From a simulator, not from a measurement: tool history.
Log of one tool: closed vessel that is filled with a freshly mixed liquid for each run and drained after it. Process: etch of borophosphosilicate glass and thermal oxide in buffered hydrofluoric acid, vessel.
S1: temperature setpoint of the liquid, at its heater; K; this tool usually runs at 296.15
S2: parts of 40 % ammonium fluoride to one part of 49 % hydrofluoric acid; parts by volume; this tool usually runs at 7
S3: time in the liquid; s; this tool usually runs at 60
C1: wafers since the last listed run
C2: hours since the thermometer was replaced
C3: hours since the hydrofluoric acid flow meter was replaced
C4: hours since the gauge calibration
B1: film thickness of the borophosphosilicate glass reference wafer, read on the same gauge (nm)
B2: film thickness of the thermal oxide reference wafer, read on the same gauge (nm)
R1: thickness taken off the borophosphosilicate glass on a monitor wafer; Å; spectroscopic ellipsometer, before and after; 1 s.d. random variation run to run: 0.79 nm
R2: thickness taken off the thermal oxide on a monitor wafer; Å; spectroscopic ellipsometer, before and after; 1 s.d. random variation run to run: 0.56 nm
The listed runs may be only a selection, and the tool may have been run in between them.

| run | hour | S1 | S2 | S3 | C1 | C2 | C3 | C4 | B1 | B2 | R1 | R2 |
|---|---|---|---|---|---|---|---|---|---|---|---|---|
| 1 | 0 | 296.15 | 6 | 60 | 0 | 390.6 | 398.1 | 2627.8 | 87.49 | 77.74 | 2533.7 | 1099.7 |
| 2 | 67.3 | 300.65 | 9.5 | 30 | 9893 | 457.9 | 465.4 | 2695.1 | 87.42 | 77.7 | 1029.6 | 451.8 |
| 3 | 214.4 | 296.15 | 9.5 | 80 | 21624 | 605 | 612.5 | 2842.2 | 87.28 | 77.56 | 2147.8 | 937.5 |
| 4 | 290.8 | 292.65 | 5.5 | 60 | 11231 | 681.4 | 688.9 | 2918.6 | 87.21 | 77.51 | 2243.1 | 977.1 |
|  | 350.1 | hydrofluoric acid flow meter replaced |
| 5 | 385.3 | 296.15 | 7 | 60 | 13744 | 775.9 | 35.2 | 3013.1 | 87.09 | 77.41 | 2200.9 | 956.6 |
| 6 | 487.4 | 296.15 | 9 | 30 | 15009 | 878 | 137.3 | 3115.2 | 86.98 | 77.35 | 830 | 363.6 |
| 7 | 573.3 | 296.15 | 7 | 60 | 12627 | 963.9 | 223.2 | 3201.1 | 86.9 | 77.26 | 2191.9 | 963.6 |
|  | 640.3 | gauge calibrated |
| 8 | 672.3 | 299.65 | 9 | 60 | 14553 | 1062.9 | 322.2 | 32 | 89.46 | 79.56 | 2056.1 | 907.9 |
| 9 | 773.5 | 296.15 | 7 | 60 | 14876 | 1164.1 | 423.4 | 133.2 | 89.32 | 79.46 | 2251.7 | 983.4 |
| 10 | 819.3 | 296.15 | 7 | 50 | 6732 | 1209.9 | 469.2 | 179 | 89.35 | 79.37 | 1876.4 | 807.7 |
| 11 | 865 | 296.15 | 7 | 60 | 6718 | 1255.6 | 514.9 | 224.7 | 89.31 | 79.38 | 2258 | 984.1 |
| 12 | 914.2 | 296.15 | 7 | 35 | 7232 | 1304.8 | 564.1 | 273.9 | 89.23 | 79.33 | 1308 | 574.3 |
| 13 | 1019.4 | 296.15 | 7 | 60 | 15464 | 1410 | 669.3 | 379.1 | 89.1 | 79.27 | 2237.8 | 980.2 |
| 14 | 1112.6 | 296.15 | 7 | 60 | 13700 | 1503.2 | 762.5 | 472.3 | 89.08 | 79.15 | 2236.9 | 980.6 |
|  | 1146.9 | hydrofluoric acid flow meter replaced |
| 15 | 1187.4 | 296.15 | 7 | 60 | 10848 | 1578 | 40.5 | 547.1 | 88.98 | 79.08 | 2234 | 991.4 |
| 16 | 1265.5 | 296.15 | 7 | 85 | 11480 | 1656.1 | 118.6 | 625.2 | 88.88 | 79.02 | 3172 | 1378.5 |
| 17 | 1345.5 | 296.15 | 6 | 45 | 11760 | 1736.1 | 198.6 | 705.2 | 88.83 | 78.94 | 1921.7 | 837 |
| 18 | 1429.7 | 292.15 | 7 | 60 | 12377 | 1820.3 | 282.8 | 789.4 | 88.74 | 78.89 | 1792.5 | 783.9 |
| 19 | 1488.7 | 296.15 | 7 | 70 | 8673 | 1879.3 | 341.8 | 848.4 | 88.68 | 78.82 | 2621.6 | 1136.1 |
| 20 | 1539.8 | 299.65 | 6 | 60 | 7511 | 1930.4 | 392.9 | 899.5 | 88.61 | 78.76 | 3087.1 | 1352.8 |
| 21 | 1641.2 | 294.65 | 9.5 | 35 | 14906 | 2031.8 | 494.3 | 1000.9 | 88.53 | 78.71 | 883.8 | 385.6 |
| 22 | 1719.2 | 293.15 | 5 | 45 | 11466 | 2109.8 | 572.3 | 1078.9 | 88.51 | 78.61 | 1899.6 | 819.1 |
| 23 | 1757.5 | 296.15 | 7 | 60 | 5630 | 2148.1 | 610.6 | 1117.2 | 88.43 | 78.6 | 2211.5 | 971.7 |
| 24 | 1845.4 | 298.15 | 7 | 80 | 12921 | 2236 | 698.5 | 1205.1 | 88.38 | 78.53 | 3303 | 1436.1 |
|  | 1983.1 | hydrofluoric acid flow meter replaced |
| 25 | 2109.2 | 293.15 | 9 | 60 | 38632 | 2499.8 | 126.1 | 1468.9 | 88.02 | 78.3 | 1432.4 | 625.1 |

Branching from run 25: 4 alternative next runs. What would each branch give?
| A | 2109.9 | 296.15 | 10 | 60 | 102 | 2500.5 | 126.8 | 1469.6 | ? | ? | ? | ? |
| B | 2109.9 | 300.65 | 7 | 30 | 102 | 2500.5 | 126.8 | 1469.6 | ? | ? | ? | ? |
| C | 2109.9 | 292.15 | 5.5 | 30 | 102 | 2500.5 | 126.8 | 1469.6 | ? | ? | ? | ? |
| D | 2109.9 | 296.15 | 5 | 60 | 102 | 2500.5 | 126.8 | 1469.6 | ? | ? | ? | ? |

| run | B1 | B2 | R1 | R2 |
|---|---|---|---|---|
| A | 88.12 | 78.32 | 1579.1 | 694 |
| B | 88.12 | 78.32 | 1413.4 | 620.6 |
| C | 88.12 | 78.32 | 1105.5 | 479.6 |
| D | 88.12 | 78.32 | 2989.1 | 1298.1 |
Take away the tool's hidden state, keep each run's random variation, and the runs would have read:
| run | R1 | R2 |
|---|---|---|
| A | 1613.6 | 709.1 |
| B | 1444.3 | 634.1 |
| C | 1129.7 | 490.1 |
| D | 3054.5 | 1326.4 |
